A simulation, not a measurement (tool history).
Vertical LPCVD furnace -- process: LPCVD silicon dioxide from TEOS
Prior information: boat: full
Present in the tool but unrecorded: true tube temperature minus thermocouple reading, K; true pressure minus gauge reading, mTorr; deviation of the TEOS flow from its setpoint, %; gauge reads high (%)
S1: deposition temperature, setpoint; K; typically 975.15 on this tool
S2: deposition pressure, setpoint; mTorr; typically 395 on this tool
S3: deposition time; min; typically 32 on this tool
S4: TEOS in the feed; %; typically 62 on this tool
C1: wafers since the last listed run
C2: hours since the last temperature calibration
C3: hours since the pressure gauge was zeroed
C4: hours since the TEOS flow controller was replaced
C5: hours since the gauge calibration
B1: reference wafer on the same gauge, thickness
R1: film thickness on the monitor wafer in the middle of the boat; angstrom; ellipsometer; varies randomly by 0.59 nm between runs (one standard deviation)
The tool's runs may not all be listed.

run 1 hour=0 | S1=975.15 S2=395 S3=32 S4=62 | C1=0 C2=3553.2 C3=2507.1 C4=6718.7 C5=296.3 | B1=260.98 | R1=2887.5
run 2 hour=15.3 | S1=975.15 S2=395 S3=32 S4=62 | C1=196 C2=3568.5 C3=2522.4 C4=6734 C5=311.6 | B1=261 | R1=2888.5
run 3 hour=32.9 | S1=975.15 S2=395 S3=32 S4=62 | C1=226 C2=3586.1 C3=2540 C4=6751.6 C5=329.2 | B1=260.96 | R1=2896.6
run 4 hour=73.7 | S1=975.15 S2=395 S3=32 S4=58 | C1=524 C2=3626.9 C3=2580.8 C4=6792.4 C5=370 | B1=261.05 | R1=2808.8
run 5 hour=88.9 | S1=975.15 S2=395 S3=26 S4=62 | C1=195 C2=3642.1 C3=2596 C4=6807.6 C5=385.2 | B1=261.06 | R1=2349.9
run 6 hour=114.8 | S1=975.15 S2=395 S3=32 S4=62 | C1=332 C2=3668 C3=2621.9 C4=6833.5 C5=411.1 | B1=261.05 | R1=2896.8
run 7 hour=133.3 | S1=975.15 S2=395 S3=32 S4=62 | C1=237 C2=3686.5 C3=2640.4 C4=6852 C5=429.6 | B1=260.96 | R1=2898.6
run 8 hour=144.4 | S1=975.15 S2=395 S3=32 S4=62 | C1=142 C2=3697.6 C3=2651.5 C4=6863.1 C5=440.7 | B1=260.97 | R1=2896.9
-- hour=169 thermocouples replaced and temperature profile calibrated
-- hour=188.1 pressure gauge zeroed
run 9 hour=188.6 | S1=975.15 S2=395 S3=32 S4=62 | C1=14 C2=19.6 C3=0.5 C4=6907.3 C5=484.9 | B1=261 | R1=2681.5
run 10 hour=193.3 | S1=975.15 S2=435 S3=32 S4=55 | C1=60 C2=24.3 C3=5.2 C4=6912 C5=489.6 | B1=260.92 | R1=2643.5
run 11 hour=198 | S1=975.15 S2=435 S3=32 S4=55 | C1=60 C2=29 C3=9.9 C4=6916.7 C5=494.3 | B1=261.02 | R1=2652.9
-- hour=199.9 gauge calibrated
run 12 hour=229.2 | S1=975.15 S2=395 S3=32 S4=57 | C1=400 C2=60.2 C3=41.1 C4=6947.9 C5=29.3 | B1=261.01 | R1=2566.9
run 13 hour=236.1 | S1=970.15 S2=450 S3=32 S4=62 | C1=88 C2=67.1 C3=48 C4=6954.8 C5=36.2 | B1=261.12 | R1=2552.2
run 14 hour=251.9 | S1=968.15 S2=355 S3=41.5 S4=62 | C1=202 C2=82.9 C3=63.8 C4=6970.6 C5=52 | B1=261.09 | R1=2792
-- hour=284.5 TEOS flow controller replaced
run 15 hour=285 | S1=975.15 S2=395 S3=32 S4=62 | C1=116 C2=116 C3=96.9 C4=0.5 C5=85.1 | B1=260.97 | R1=2678.7
run 16 hour=289.6 | S1=968.15 S2=395 S3=32 S4=62 | C1=59 C2=120.6 C3=101.5 C4=5.1 C5=89.7 | B1=261.06 | R1=2274.4
run 17 hour=294.8 | S1=975.15 S2=395 S3=24 S4=62 | C1=66 C2=125.8 C3=106.7 C4=10.3 C5=94.9 | B1=260.99 | R1=2006.2
run 18 hour=311.6 | S1=975.15 S2=480 S3=32 S4=69 | C1=215 C2=142.6 C3=123.5 C4=27.1 C5=111.7 | B1=261.02 | R1=3116
run 19 hour=321.3 | S1=975.15 S2=395 S3=32 S4=62 | C1=124 C2=152.3 C3=133.2 C4=36.8 C5=121.4 | B1=261.02 | R1=2681.5
run 20 hour=339.1 | S1=975.15 S2=395 S3=32 S4=62 | C1=228 C2=170.1 C3=151 C4=54.6 C5=139.2 | B1=261.03 | R1=2673.6
run 21 hour=352.5 | S1=972.15 S2=300 S3=32 S4=62 | C1=172 C2=183.5 C3=164.4 C4=68 C5=152.6 | B1=260.97 | R1=2172.3
run 22 hour=360.4 | S1=975.15 S2=395 S3=32 S4=62 | C1=101 C2=191.4 C3=172.3 C4=75.9 C5=160.5 | B1=261.04 | R1=2684.2
run 23 hour=379.1 | S1=969.15 S2=335 S3=32 S4=62 | C1=240 C2=210.1 C3=191 C4=94.6 C5=179.2 | B1=260.99 | R1=2147.4
run 24 hour=387.2 | S1=975.15 S2=395 S3=32 S4=62 | C1=104 C2=218.2 C3=199.1 C4=102.7 C5=187.3 | B1=261 | R1=2670
run 25 hour=402 | S1=975.15 S2=395 S3=32 S4=62 | C1=190 C2=233 C3=213.9 C4=117.5 C5=202.1 | B1=260.96 | R1=2684.4
run 26 hour=415.7 | S1=975.15 S2=395 S3=32 S4=62 | C1=175 C2=246.7 C3=227.6 C4=131.2 C5=215.8 | B1=260.98 | R1=2690.5
run 27 hour=431.5 | S1=975.15 S2=445 S3=20.5 S4=62 | C1=202 C2=262.5 C3=243.4 C4=147 C5=231.6 | B1=261.09 | R1=1819.5
run 28 hour=439.7 | S1=975.15 S2=395 S3=36.5 S4=58 | C1=105 C2=270.7 C3=251.6 C4=155.2 C5=239.8 | B1=260.97 | R1=2949.4
run 29 hour=447.8 | S1=975.15 S2=490 S3=32 S4=62 | C1=104 C2=278.8 C3=259.7 C4=163.3 C5=247.9 | B1=261.01 | R1=2976.3
run 30 hour=462.8 | S1=969.15 S2=395 S3=32 S4=70 | C1=192 C2=293.8 C3=274.7 C4=178.3 C5=262.9 | B1=260.99 | R1=2482.1
run 31 hour=480.3 | S1=975.15 S2=490 S3=37.5 S4=62 | C1=224 C2=311.3 C3=292.2 C4=195.8 C5=280.4 | B1=261.07 | R1=3512.3

Predict each of these 4 candidate next runs independently; none follows another, all start after run 31:
run A hour=485.1 | S1=975.15 S2=395 S3=32 S4=53 | C1=61 C2=316.1 C3=297 C4=200.6 C5=285.2 | B1=? | R1=?
run B hour=485.1 | S1=978.15 S2=395 S3=32 S4=56 | C1=61 C2=316.1 C3=297 C4=200.6 C5=285.2 | B1=? | R1=?
run C hour=485.1 | S1=975.15 S2=395 S3=32 S4=65 | C1=61 C2=316.1 C3=297 C4=200.6 C5=285.2 | B1=? | R1=?
run D hour=485.1 | S1=975.15 S2=395 S3=32 S4=54 | C1=61 C2=316.1 C3=297 C4=200.6 C5=285.2 | B1=? | R1=?

run=A B1=261.06 R1=2475.1
run=B B1=261.06 R1=2726.6
run=C B1=261.06 R1=2741
run=D B1=261.06 R1=2498.4
Had the tool no hidden state, the same runs would have come out as:
run=A R1=2461.1
run=B R1=2711.3
run=C R1=2725.6
run=D R1=2484.3
